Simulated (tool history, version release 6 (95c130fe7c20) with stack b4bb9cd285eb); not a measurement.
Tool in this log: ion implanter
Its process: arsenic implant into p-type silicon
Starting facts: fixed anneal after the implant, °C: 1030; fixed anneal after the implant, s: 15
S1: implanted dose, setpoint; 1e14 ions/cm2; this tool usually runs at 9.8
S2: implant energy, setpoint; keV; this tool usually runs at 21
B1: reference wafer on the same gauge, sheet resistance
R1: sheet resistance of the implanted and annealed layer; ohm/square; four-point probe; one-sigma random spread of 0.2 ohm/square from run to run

run 1 hour=0 | S1=9.8 S2=18.5 | B1=134.97 | R1=134.23
run 2 hour=15.3 | S1=9.8 S2=18.5 | B1=134.95 | R1=133.86
run 3 hour=28.7 | S1=10.61 S2=21 | B1=135 | R1=124.79
run 4 hour=48.6 | S1=9.8 S2=21 | B1=134.95 | R1=130.61
run 5 hour=118.8 | S1=9.8 S2=21 | B1=134.96 | R1=130.42
run 6 hour=133.3 | S1=9.8 S2=21 | B1=135.03 | R1=130.65
run 7 hour=151.6 | S1=7.88 S2=26 | B1=134.98 | R1=143.68
run 8 hour=167.5 | S1=7.88 S2=26 | B1=134.94 | R1=143.7
run 9 hour=188.9 | S1=9.8 S2=21 | B1=135.07 | R1=130.74
run 10 hour=224.8 | S1=9.8 S2=21 | B1=134.99 | R1=130.29
-- hour=252.9 extraction supply calibrated
run 11 hour=287.5 | S1=9.8 S2=25 | B1=134.98 | R1=125.69
run 12 hour=304.8 | S1=9.8 S2=21 | B1=135.01 | R1=130.14
-- hour=328.8 Faraday cup replaced and dose calibrated
run 13 hour=329.3 | S1=9.8 S2=21 | B1=135 | R1=133.4
run 14 hour=359.4 | S1=12.56 S2=21 | B1=135 | R1=117.41
run 15 hour=376.7 | S1=8.84 S2=14.5 | B1=134.99 | R1=151.09
run 16 hour=397 | S1=9.8 S2=16 | B1=134.97 | R1=139.63
-- hour=398.4 gauge calibrated
run 17 hour=418.3 | S1=11.37 S2=17 | B1=134.92 | R1=127.71
run 18 hour=445.1 | S1=7.75 S2=26.5 | B1=135.02 | R1=149.08
run 19 hour=468.5 | S1=11.36 S2=16 | B1=135.01 | R1=129.53
run 20 hour=498.3 | S1=9.8 S2=15 | B1=135.02 | R1=141.41

3 options for the next run, each taken on its own from the tool as it stands now. Forecast them:
run A hour=498.7 | S1=9.8 S2=21 | B1=? | R1=?
run B hour=498.7 | S1=10.58 S2=18.5 | B1=? | R1=?
run C hour=498.7 | S1=11.73 S2=27.5 | B1=? | R1=?

run=A B1=134.98 R1=132.98
run=B B1=134.98 R1=130.37
run=C B1=134.98 R1=113.59
With the hidden condition removed and each run's random variation left untouched, the same runs would have given:
run=A R1=133.17
run=B R1=130.54
run=C R1=113.74
